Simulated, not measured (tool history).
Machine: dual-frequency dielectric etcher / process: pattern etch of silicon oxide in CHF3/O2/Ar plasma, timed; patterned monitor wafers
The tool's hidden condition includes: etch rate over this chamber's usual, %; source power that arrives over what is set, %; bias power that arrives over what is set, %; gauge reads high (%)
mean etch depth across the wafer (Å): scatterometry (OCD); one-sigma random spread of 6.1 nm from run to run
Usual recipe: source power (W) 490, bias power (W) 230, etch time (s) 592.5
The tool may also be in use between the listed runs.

| run | hour | source power (W) | bias power (W) | etch time (s) | wafers since the last listed run | hours since the last wet clean | hours since the last source power generator calibration | hours since the last bias power generator calibration | hours since the last upper electrode change | hours since the gauge calibration | read-back reference wafer on the same gauge, depth_nm | mean etch depth across the wafer (Å) |
|---|---|---|---|---|---|---|---|---|---|---|---|---|
| 1 | 0 | 490 | 230 | 592.5 | 0 | 43 | 794.2 | 1564.2 | 3132.9 | 1156.6 | 1268.3 | 11994 |
| 2 | 57.6 | 460 | 230 | 592.5 | 221 | 100.6 | 851.8 | 1621.8 | 3190.5 | 1214.2 | 1270.1 | 11837 |
| 3 | 96.5 | 460 | 230 | 592.5 | 149 | 139.5 | 890.7 | 1660.7 | 3229.4 | 1253.1 | 1266.7 | 11581 |
| 4 | 165.1 | 460 | 230 | 592.5 | 263 | 208.1 | 959.3 | 1729.3 | 3298 | 1321.7 | 1270.8 | 11763 |
| 5 | 200.5 | 490 | 246 | 592.5 | 136 | 243.5 | 994.7 | 1764.7 | 3333.4 | 1357.1 | 1269.8 | 12128 |
|  | 251.5 | gauge calibrated |
| 6 | 255.7 | 490 | 230 | 592.5 | 212 | 298.7 | 1049.9 | 1819.9 | 3388.6 | 4.2 | 1268.8 | 11908 |
| 7 | 292.3 | 490 | 230 | 592.5 | 140 | 335.3 | 1086.5 | 1856.5 | 3425.2 | 40.8 | 1270.2 | 11903 |
| 8 | 326.2 | 490 | 230 | 592.5 | 130 | 369.2 | 1120.4 | 1890.4 | 3459.1 | 74.7 | 1267.9 | 11889 |
| 9 | 350.4 | 490 | 230 | 592.5 | 93 | 393.4 | 1144.6 | 1914.6 | 3483.3 | 98.9 | 1269.2 | 11817 |
|  | 406.5 | wet clean of the chamber |
| 10 | 407 | 490 | 230 | 537.5 | 125 | 0.5 | 1201.2 | 1971.2 | 3539.9 | 155.5 | 1269.8 | 10694 |
| 11 | 440.9 | 490 | 191 | 592.5 | 130 | 34.4 | 1235.1 | 2005.1 | 3573.8 | 189.4 | 1269.7 | 11115 |
| 12 | 469.8 | 490 | 230 | 592.5 | 111 | 63.3 | 1264 | 2034 | 3602.7 | 218.3 | 1270.9 | 11863 |
| 13 | 498 | 490 | 230 | 592.5 | 108 | 91.5 | 1292.2 | 2062.2 | 3630.9 | 246.5 | 1267.5 | 11837 |
| 14 | 538.5 | 490 | 205 | 592.5 | 155 | 132 | 1332.7 | 2102.7 | 3671.4 | 287 | 1268.3 | 11384 |
|  | 581.1 | source power generator calibrated |
| 15 | 587.3 | 600 | 173 | 510.5 | 172 | 180.8 | 6.2 | 2151.5 | 3720.2 | 335.8 | 1268 | 9820 |
| 16 | 635 | 490 | 276 | 484 | 183 | 228.5 | 53.9 | 2199.2 | 3767.9 | 383.5 | 1271.9 | 10292 |
|  | 640.4 | bias power generator calibrated |
| 17 | 682.4 | 490 | 230 | 592.5 | 166 | 275.9 | 101.3 | 42 | 3815.3 | 430.9 | 1269.7 | 12061 |
| 18 | 714.5 | 390 | 209 | 592.5 | 123 | 308 | 133.4 | 74.1 | 3847.4 | 463 | 1269 | 11028 |
| 19 | 748.6 | 570 | 262 | 592.5 | 131 | 342.1 | 167.5 | 108.2 | 3881.5 | 497.1 | 1268.3 | 13263 |
| 20 | 805.1 | 490 | 255 | 592.5 | 217 | 398.6 | 224 | 164.7 | 3938 | 553.6 | 1271.1 | 12530 |
|  | 859.7 | wet clean of the chamber |
| 21 | 860.2 | 490 | 230 | 592.5 | 119 | 0.5 | 279.1 | 219.8 | 3993.1 | 608.7 | 1268.1 | 12151 |
| 22 | 908.3 | 490 | 230 | 678.5 | 185 | 48.6 | 327.2 | 267.9 | 4041.2 | 656.8 | 1269.7 | 13971 |

Estimate the outcome of run 23 from the log above:
|  | 947.6 | upper electrode replaced |
| 23 | 963.9 | 490 | 205 | 592.5 | 121 | 104.2 | 382.8 | 323.5 | 16.3 | 712.4 | ? | ? |

read-back reference wafer on the same gauge, depth_nm: 1269.4
mean etch depth across the wafer (Å): 11592
Had the tool carried no hidden state, the very same run would have given mean etch depth across the wafer (Å) 11564.
